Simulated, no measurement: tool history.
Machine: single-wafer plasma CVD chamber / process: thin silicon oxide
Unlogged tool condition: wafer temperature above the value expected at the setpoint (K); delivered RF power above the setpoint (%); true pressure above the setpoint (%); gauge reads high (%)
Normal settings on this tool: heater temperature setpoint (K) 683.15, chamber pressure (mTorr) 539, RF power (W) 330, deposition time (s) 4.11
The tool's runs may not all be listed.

run	hour	heater temperature setpoint (K)	chamber pressure (mTorr)	RF power (W)	deposition time (s)	wafers since the last listed run	hours since the last thermocouple change	hours since the last RF generator calibration	hours since the last manometer calibration	hours since the showerhead was replaced	hours since the gauge calibration	read-back reference wafer on the same gauge, thickness_nm	mean film thickness on the monitor wafer (nm)
1	0	683.15	539	330	4.11	0	240.1	1421.9	260.7	2193.3	1907.1	3.916	4.358
2	99.5	683.15	539	330	4.11	5013	339.6	1521.4	360.2	2292.8	2006.6	3.918	4.36
3	152.6	683.15	539	345	3.61	2675	392.7	1574.5	413.3	2345.9	2059.7	3.917	3.872
4	243	683.15	406	330	4.11	4554	483.1	1664.9	503.7	2436.3	2150.1	3.912	3.255
5	285.7	683.15	539	330	4.11	2151	525.8	1707.6	546.4	2479	2192.8	3.908	4.333
6	325.5	683.15	489	280	4.86	2005	565.6	1747.4	586.2	2518.8	2232.6	3.911	4.408
7	372.2	678.15	447	330	4.11	2352	612.3	1794.1	632.9	2565.5	2279.3	3.915	3.565
# hour 395.9: RF generator calibrated
# hour 606.2: capacitance manometer re-zeroed and calibrated, repeated, since the last time left the tool worse
8	635.1	683.15	539	280	3.83	12439	875.2	239.2	28.9	2828.4	2542.2	3.908	4.197
9	679.7	675.15	662	330	4.11	2247	919.8	283.8	73.5	2873	2586.8	3.912	5.923
10	758.6	695.15	539	330	3.55	3975	998.7	362.7	152.4	2951.9	2665.7	3.899	4.133
11	838.5	672.15	613	330	4.11	4025	1078.6	442.6	232.3	3031.8	2745.6	3.906	5.445
12	937.2	683.15	539	330	4.11	4972	1177.3	541.3	331	3130.5	2844.3	3.907	4.759
# hour 987.8: showerhead replaced
13	1000	672.15	613	330	4.11	2761	1240.1	604.1	393.8	12.2	2907.1	3.909	5.44
# hour 1028.6: gauge calibrated
14	1059	683.15	539	330	4.11	2972	1299.1	663.1	452.8	71.2	30.4	3.903	4.747
15	1105.7	683.15	467	330	4.11	2352	1345.8	709.8	499.5	117.9	77.1	3.903	4.126
16	1165.8	683.15	539	330	4.11	3028	1405.9	769.9	559.6	178	137.2	3.905	4.735
17	1229.4	687.15	539	330	4.11	3204	1469.5	833.5	623.2	241.6	200.8	3.907	4.765
# hour 1455.5: thermocouple changed; heater temperature recalibrated
18	1456	688.15	539	330	4.48	11014	0.5	1060.1	849.8	468.2	427.4	3.908	5.113
19	1521.5	695.15	539	330	3.55	3300	66	1125.6	915.3	533.7	492.9	3.904	4.004
20	1616.5	674.15	539	330	4.11	4786	161	1220.6	1010.3	628.7	587.9	3.905	4.712
21	1685.2	683.15	539	330	4.11	3461	229.7	1289.3	1079	697.4	656.6	3.899	4.673
22	1747.1	683.15	539	330	4.11	3118	291.6	1351.2	1140.9	759.3	718.5	3.907	4.634
23	1793.5	683.15	539	330	4.11	2337	338	1397.6	1187.3	805.7	764.9	3.909	4.593
# hour 1907.7: capacitance manometer re-zeroed and calibrated
24	2087.5	683.15	539	330	4.11	14409	632	1691.6	179.8	1099.7	1058.9	3.9	4.758
25	2146.3	683.15	539	330	3.84	2962	690.8	1750.4	238.6	1158.5	1117.7	3.903	4.465
26	2202.8	676.15	428	330	4.56	2846	747.3	1806.9	295.1	1215	1174.2	3.905	4.196
27	2274	683.15	455	285	3.84	3587	818.5	1878.1	366.3	1286.2	1245.4	3.906	3.527

Branching from run 27: 5 alternative next runs. What would each branch give?
A	2274.4	683.15	539	330	4.11	20	818.9	1878.5	366.7	1286.6	1245.8	?	?
B	2274.4	689.15	638	370	4.11	20	818.9	1878.5	366.7	1286.6	1245.8	?	?
C	2274.4	683.15	539	330	4.64	20	818.9	1878.5	366.7	1286.6	1245.8	?	?
D	2274.4	683.15	539	375	3.57	20	818.9	1878.5	366.7	1286.6	1245.8	?	?
E	2274.4	688.15	539	330	4.11	20	818.9	1878.5	366.7	1286.6	1245.8	?	?

run	read-back reference wafer on the same gauge, thickness_nm	mean film thickness on the monitor wafer (nm)
A	3.916	4.698
B	3.916	5.759
C	3.916	5.303
D	3.916	4.266
E	3.916	4.685
What these runs would have given with no unlogged condition in the tool:
run	mean film thickness on the monitor wafer (nm)
A	4.774
B	5.849
C	5.389
D	4.335
E	4.761
